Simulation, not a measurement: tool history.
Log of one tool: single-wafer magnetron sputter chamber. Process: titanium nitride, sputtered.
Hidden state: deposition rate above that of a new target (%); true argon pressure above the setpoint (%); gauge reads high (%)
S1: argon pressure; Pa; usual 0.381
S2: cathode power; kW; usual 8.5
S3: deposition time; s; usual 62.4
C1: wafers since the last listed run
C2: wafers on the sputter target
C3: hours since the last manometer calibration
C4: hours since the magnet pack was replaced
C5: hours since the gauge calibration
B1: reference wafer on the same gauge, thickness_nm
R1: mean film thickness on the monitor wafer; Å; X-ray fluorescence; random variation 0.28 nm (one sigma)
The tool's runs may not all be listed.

Run 1, hour 0: usual settings but S2 9.95 kW, S3 52.9 s; C1 0; C2 1448; C3 1181.4; C4 4677.9; C5 1530.2; B1 99.919. Result: R1 891.81 Å.
Run 2, hour 55.5: usual settings but S2 9.95 kW, S3 52.9 s; C1 1237; C2 2686; C3 1236.9; C4 4733.4; C5 1585.7; B1 99.994. Result: R1 884.72 Å.
Run 3, hour 100.5: usual settings but S3 52.9 s; C1 1003; C2 3690; C3 1281.9; C4 4778.4; C5 1630.7; B1 99.849. Result: R1 748.38 Å.
Run 4, hour 129.6: usual settings but S3 52.9 s; C1 649; C2 4339; C3 1311; C4 4807.5; C5 1659.8; B1 99.779. Result: R1 754.74 Å.
Run 5, hour 171.8: usual settings; C1 941; C2 5280; C3 1353.2; C4 4849.7; C5 1702; B1 99.761. Result: R1 883.8 Å.
Run 6, hour 233.9: usual settings; C1 1385; C2 6665; C3 1415.3; C4 4911.8; C5 1764.1; B1 99.794. Result: R1 883.69 Å.
Run 7, hour 301.3: usual settings; C1 1503; C2 8168; C3 1482.7; C4 4979.2; C5 1831.5; B1 99.888. Result: R1 876.89 Å.
Run 8, hour 348.3: usual settings; C1 1048; C2 9216; C3 1529.7; C4 5026.2; C5 1878.5; B1 99.972. Result: R1 877.7 Å.
At hour 375.9: sputter target and shields replaced.
At hour 448.4: capacitance manometer re-zeroed and calibrated.
Run 9, hour 461.7: usual settings but S3 58.7 s; C1 2172; C2 1736; C3 13.3; C4 5139.6; C5 1991.9; B1 99.845. Result: R1 829.37 Å.
Run 10, hour 526.4: usual settings but S1 0.302 Pa; C1 1443; C2 3179; C3 78; C4 5204.3; C5 2056.6; B1 99.82. Result: R1 891.73 Å.
Run 11, hour 577.4: usual settings; C1 1137; C2 4316; C3 129; C4 5255.3; C5 2107.6; B1 99.784. Result: R1 873.64 Å.
Run 12, hour 631.1: usual settings; C1 1197; C2 5514; C3 182.7; C4 5309; C5 2161.3; B1 99.843. Result: R1 879.67 Å.
Run 13, hour 662.7: usual settings; C1 704; C2 6219; C3 214.3; C4 5340.6; C5 2192.9; B1 99.839. Result: R1 875.18 Å.
Run 14, hour 702.8: usual settings; C1 894; C2 7113; C3 254.4; C4 5380.7; C5 2233; B1 100.015. Result: R1 871.49 Å.
Run 15, hour 727.8: usual settings but S1 0.305 Pa, S3 59.1 s; C1 557; C2 7671; C3 279.4; C4 5405.7; C5 2258; B1 99.92. Result: R1 843.93 Å.
At hour 754.4: gauge calibrated.
At hour 788.5: sputter target and shields replaced.
Run 16, hour 794.8: usual settings but S1 0.53 Pa, S2 7.25 kW, S3 53.1 s; C1 1315; C2 141; C3 346.4; C4 5472.7; C5 40.4; B1 99.818. Result: R1 621.14 Å.
Run 17, hour 866.8: usual settings; C1 1605; C2 1747; C3 418.4; C4 5544.7; C5 112.4; B1 99.964. Result: R1 893.02 Å.
Run 18, hour 907.3: usual settings; C1 903; C2 2650; C3 458.9; C4 5585.2; C5 152.9; B1 99.787. Result: R1 882.3 Å.
Run 19, hour 943.7: usual settings but S2 9.55 kW, S3 53.1 s; C1 811; C2 3462; C3 495.3; C4 5621.6; C5 189.3; B1 99.987. Result: R1 846.73 Å.
Run 20, hour 999.8: usual settings but S1 0.486 Pa, S2 7.75 kW, S3 65.7 s; C1 1251; C2 4713; C3 551.4; C4 5677.7; C5 245.4; B1 99.872. Result: R1 823.57 Å.
At hour 1031.7: magnet pack replaced.
Run 21, hour 1039.1: usual settings but S1 0.314 Pa, S2 7.3 kW, S3 70.6 s; C1 698; C2 5411; C3 590.7; C4 7.4; C5 284.7; B1 99.799. Result: R1 868.17 Å.
Run 22, hour 1078.4: usual settings but S1 0.419 Pa, S2 6.95 kW, S3 55 s; C1 876; C2 6288; C3 630; C4 46.7; C5 324; B1 99.811. Result: R1 625.69 Å.
Run 23, hour 1112.1: usual settings but S1 0.447 Pa, S2 9.05 kW, S3 65.8 s; C1 751; C2 7040; C3 663.7; C4 80.4; C5 357.7; B1 99.922. Result: R1 969.32 Å.
Run 24, hour 1178: usual settings but S1 0.28 Pa, S2 10.6 kW, S3 66.1 s; C1 1469; C2 8509; C3 729.6; C4 146.3; C5 423.6; B1 100.004. Result: R1 1184.03 Å.
At hour 1224.4: sputter target and shields replaced.
Run 25, hour 1224.9: usual settings but S1 0.318 Pa, S3 72.6 s; C1 867; C2 10; C3 776.5; C4 193.2; C5 470.5; B1 100.059. Result: R1 1055.32 Å.
Run 26, hour 1280.7: usual settings; C1 1244; C2 1254; C3 832.3; C4 249; C5 526.3; B1 99.865. Result: R1 889.67 Å.
Run 27, hour 1318.8: usual settings but S3 50.6 s; C1 849; C2 2104; C3 870.4; C4 287.1; C5 564.4; B1 99.908. Result: R1 721.14 Å.
Run 28, hour 1351.6: usual settings but S3 55 s; C1 731; C2 2836; C3 903.2; C4 319.9; C5 597.2; B1 99.913. Result: R1 784.1 Å.
Run 29, hour 1417.5: usual settings but S3 65.6 s; C1 1469; C2 4305; C3 969.1; C4 385.8; C5 663.1; B1 99.961. Result: R1 927.13 Å.
Run 30, hour 1461.4: usual settings but S2 7.5 kW, S3 53.7 s; C1 979; C2 5284; C3 1013; C4 429.7; C5 707; B1 100.064. Result: R1 668.43 Å.
Run 31, hour 1492.3: usual settings but S1 0.234 Pa, S2 7.55 kW, S3 53.2 s; C1 689; C2 5974; C3 1043.9; C4 460.6; C5 737.9; B1 99.954. Result: R1 695.35 Å.
Run 32, hour 1550.4: usual settings but S1 0.462 Pa, S3 73.6 s; C1 1295; C2 7270; C3 1102; C4 518.7; C5 796; B1 99.846. Result: R1 1015.79 Å.
Run 33, hour 1586.8: usual settings but S1 0.496 Pa, S2 9.65 kW, S3 72.4 s; C1 811; C2 8081; C3 1138.4; C4 555.1; C5 832.4; B1 99.907. Result: R1 1123.67 Å.
At hour 1642.2: sputter target and shields replaced.
Run 34, hour 1687.1: usual settings but S3 70 s; C1 2058; C2 1001; C3 1238.7; C4 655.4; C5 932.7; B1 99.923. Result: R1 998.37 Å.
Run 35, hour 1748: usual settings; C1 1358; C2 2360; C3 1299.6; C4 716.3; C5 993.6; B1 99.902. Result: R1 891.35 Å.

Forecast each of these 3 alternatives for the next run:
Run A, hour 1748.4: usual settings but S1 0.3 Pa; C1 8; C2 2368; C3 1300; C4 716.7; C5 994; B1 ?. Result: R1 ?.
Run B, hour 1748.4: usual settings but S2 9.05 kW; C1 8; C2 2368; C3 1300; C4 716.7; C5 994; B1 ?. Result: R1 ?.
Run C, hour 1748.4: usual settings but S2 6.5 kW, S3 56.3 s; C1 8; C2 2368; C3 1300; C4 716.7; C5 994; B1 ?. Result: R1 ?.

run      B1      R1
  A  99.865   905.1
  B  99.865  944.57
  C  99.865   612.1
Without the tool's hidden state the same runs would have given:
run      R1
  A  901.11
  B  938.28
  C  608.03
